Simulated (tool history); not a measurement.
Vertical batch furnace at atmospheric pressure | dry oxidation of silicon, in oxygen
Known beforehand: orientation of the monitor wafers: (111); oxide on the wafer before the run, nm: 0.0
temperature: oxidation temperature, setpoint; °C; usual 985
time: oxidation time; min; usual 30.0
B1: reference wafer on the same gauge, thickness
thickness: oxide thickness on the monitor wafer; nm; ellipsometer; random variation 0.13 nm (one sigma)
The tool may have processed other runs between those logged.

Run 1, hour 0.0: usual settings but time 36.0 min; B1 35.59. Result: thickness 46.38 nm.
Run 2, hour 14.3: usual settings but temperature 968 °C, time 22.0 min; B1 35.59. Result: thickness 29.17 nm.
Run 3, hour 30.8: usual settings but temperature 968 °C, time 22.0 min; B1 35.61. Result: thickness 29.11 nm.
Run 4, hour 53.8: usual settings; B1 35.59. Result: thickness 41.10 nm.
Run 5, hour 68.7: usual settings; B1 35.62. Result: thickness 40.94 nm.
Run 6, hour 97.5: usual settings; B1 35.62. Result: thickness 41.01 nm.
Run 7, hour 112.2: usual settings; B1 35.58. Result: thickness 41.12 nm.
Run 8, hour 137.0: usual settings; B1 35.60. Result: thickness 40.92 nm.
Run 9, hour 154.7: usual settings; B1 35.61. Result: thickness 41.10 nm.
At hour 186.8: thermocouples replaced and temperature profile calibrated.
Run 10, hour 187.3: usual settings; B1 35.60. Result: thickness 39.76 nm.
Run 11, hour 192.5: usual settings; B1 35.60. Result: thickness 39.60 nm.
Run 12, hour 218.0: usual settings; B1 35.59. Result: thickness 39.76 nm.
Run 13, hour 246.5: usual settings but temperature 996 °C; B1 35.62. Result: thickness 43.52 nm.
At hour 335.9: gauge calibrated.
At hour 346.6: boat lift adjusted.
Run 14, hour 347.1: usual settings but temperature 996 °C; B1 35.61. Result: thickness 43.42 nm.
Run 15, hour 384.5: usual settings; B1 35.62. Result: thickness 40.00 nm.
Run 16, hour 411.1: usual settings; B1 35.62. Result: thickness 40.30 nm.
Run 17, hour 426.3: usual settings; B1 35.61. Result: thickness 39.96 nm.
Run 18, hour 452.9: usual settings but temperature 1000 °C, time 22.5 min; B1 35.63. Result: thickness 36.98 nm.
Run 19, hour 488.5: usual settings but temperature 994 °C, time 21.0 min; B1 35.60. Result: thickness 33.60 nm.
Run 20, hour 512.2: usual settings but time 22.0 min; B1 35.58. Result: thickness 32.45 nm.
Run 21, hour 534.9: usual settings but temperature 964 °C, time 16.5 min; B1 35.63. Result: thickness 22.81 nm.
Run 22, hour 557.9: usual settings but temperature 1007 °C, time 22.5 min; B1 35.61. Result: thickness 39.70 nm.
Run 23, hour 592.2: usual settings but temperature 993 °C, time 39.0 min; B1 35.57. Result: thickness 50.83 nm.
Run 24, hour 612.5: usual settings but time 36.0 min; B1 35.59. Result: thickness 45.65 nm.
Run 25, hour 630.5: usual settings but temperature 995 °C; B1 35.59. Result: thickness 43.73 nm.
Run 26, hour 645.1: usual settings but time 19.5 min; B1 35.60. Result: thickness 30.14 nm.
Run 27, hour 659.9: usual settings; B1 35.58. Result: thickness 40.16 nm.
Run 28, hour 676.2: usual settings; B1 35.59. Result: thickness 40.40 nm.
Run 29, hour 702.3: usual settings; B1 35.60. Result: thickness 40.60 nm.
Run 30, hour 721.7: usual settings; B1 35.56. Result: thickness 40.06 nm.
Run 31, hour 753.7: usual settings but temperature 992 °C, time 44.0 min; B1 35.61. Result: thickness 54.90 nm.
Run 32, hour 788.9: usual settings but time 40.0 min; B1 35.63. Result: thickness 49.36 nm.
Run 33, hour 822.9: usual settings but temperature 974 °C, time 19.5 min; B1 35.60. Result: thickness 27.71 nm.
Run 34, hour 835.7: usual settings but time 36.0 min; B1 35.59. Result: thickness 45.78 nm.
Run 35, hour 869.3: usual settings but temperature 992 °C, time 20.0 min; B1 35.55. Result: thickness 32.71 nm.
Run 36, hour 890.2: usual settings; B1 35.60. Result: thickness 40.46 nm.
Run 37, hour 912.6: usual settings but time 37.0 min; B1 35.61. Result: thickness 46.70 nm.
Run 38, hour 944.4: usual settings but temperature 964 °C, time 16.5 min; B1 35.59. Result: thickness 23.02 nm.
Run 39, hour 959.3: usual settings but temperature 968 °C; B1 35.56. Result: thickness 35.65 nm.

Alternative continuations, all from the tool just after run 39; predict every row:
Run A, hour 964.5: usual settings; B1 ?. Result: thickness ?.
Run B, hour 964.5: usual settings but temperature 978 °C, time 25.0 min; B1 ?. Result: thickness ?.
Run C, hour 964.5: usual settings but temperature 966 °C, time 35.5 min; B1 ?. Result: thickness ?.
Run D, hour 964.5: usual settings but temperature 996 °C, time 41.0 min; B1 ?. Result: thickness ?.

run     B1  thickness
  A  35.58      40.47
  B  35.58      33.94
  C  35.58      39.06
  D  35.58      54.39
The same runs, with their run-to-run variation unchanged, on a tool lacking any hidden condition would have given:
run  thickness
  A      39.41
  B      33.02
  C      37.96
  D      52.92

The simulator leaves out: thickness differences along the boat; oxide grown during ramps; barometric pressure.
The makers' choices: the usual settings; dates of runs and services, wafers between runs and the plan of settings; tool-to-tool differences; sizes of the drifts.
